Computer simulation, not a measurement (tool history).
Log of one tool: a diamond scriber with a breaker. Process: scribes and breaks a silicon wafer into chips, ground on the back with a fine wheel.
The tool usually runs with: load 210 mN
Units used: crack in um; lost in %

run,hour,load,wafers since the last listed run,hours since the diamond tip was replaced,hours since the load on the tip was calibrated,"incoming depth of the damage left on the back of the incoming wafer, um",crack,lost
1,0.0,210,0,489.2,510.5,1.54,12.75,0.91
2,8.0,210,29,497.2,518.5,1.96,12.73,1.18
3,24.5,210,61,513.7,535.0,1.51,12.74,0.90
4,38.0,185,50,527.2,548.5,1.90,11.96,0.93
5,54.1,185,60,543.3,564.6,2.62,11.70,1.43
6,64.3,193,38,553.5,574.8,2.45,12.11,1.30
7,75.0,193,39,564.2,585.5,1.63,12.10,0.75
8,87.8,193,47,577.0,598.3,2.41,12.07,1.29
9,94.7,210,25,583.9,605.2,2.71,12.65,1.58
10,106.8,210,45,596.0,617.3,2.94,12.66,1.86
11,119.7,210,48,608.9,630.2,2.69,12.56,1.60
12,137.1,210,64,626.3,647.6,1.85,12.57,0.92
13,153.6,196,61,642.8,664.1,2.96,12.07,1.82
14,167.8,174,53,657.0,678.3,1.94,11.35,1.16
15,175.2,170,27,664.4,685.7,1.93,11.24,1.53
16,187.0,177,44,676.2,697.5,2.54,11.43,1.70
17,196.9,171,36,686.1,707.4,2.44,11.20,2.19
18,213.9,210,63,703.1,724.4,2.35,12.63,1.35
19,222.2,210,30,711.4,732.7,2.75,12.32,1.58
# hour 232.0: load on the tip recalibrated
20,238.7,256,54,727.9,6.7,2.18,12.75,1.27
# hour 250.9: diamond tip replaced by a new one
21,256.6,163,59,5.7,24.6,2.02,10.72,2.39
22,267.0,229,38,16.1,35.0,2.25,12.77,1.39
23,282.7,179,58,31.8,50.7,1.89,11.33,1.35
24,295.6,259,48,44.7,63.6,2.90,13.82,3.06
25,307.5,255,44,56.6,75.5,2.87,13.62,2.76
26,318.7,154,41,67.8,86.7,2.36,10.43,3.13
27,335.1,191,61,84.2,103.1,2.87,11.79,1.92

Here are 5 independent what-if runs from the current tool condition. What would each one return?
A,335.7,250,2,84.8,103.7,1.71,?,?
B,335.7,263,2,84.8,103.7,1.71,?,?
C,335.7,265,2,84.8,103.7,1.71,?,?
D,335.7,254,2,84.8,103.7,1.71,?,?
E,335.7,149,2,84.8,103.7,1.71,?,?

run,crack,lost
A,13.51,2.02
B,13.88,2.70
C,13.93,2.81
D,13.62,2.22
E,10.43,2.85
Without the tool's unlogged condition, the same runs would have read:
run,crack,lost
A,13.16,1.51
B,13.52,2.05
C,13.58,2.14
D,13.27,1.67
E,10.16,3.65
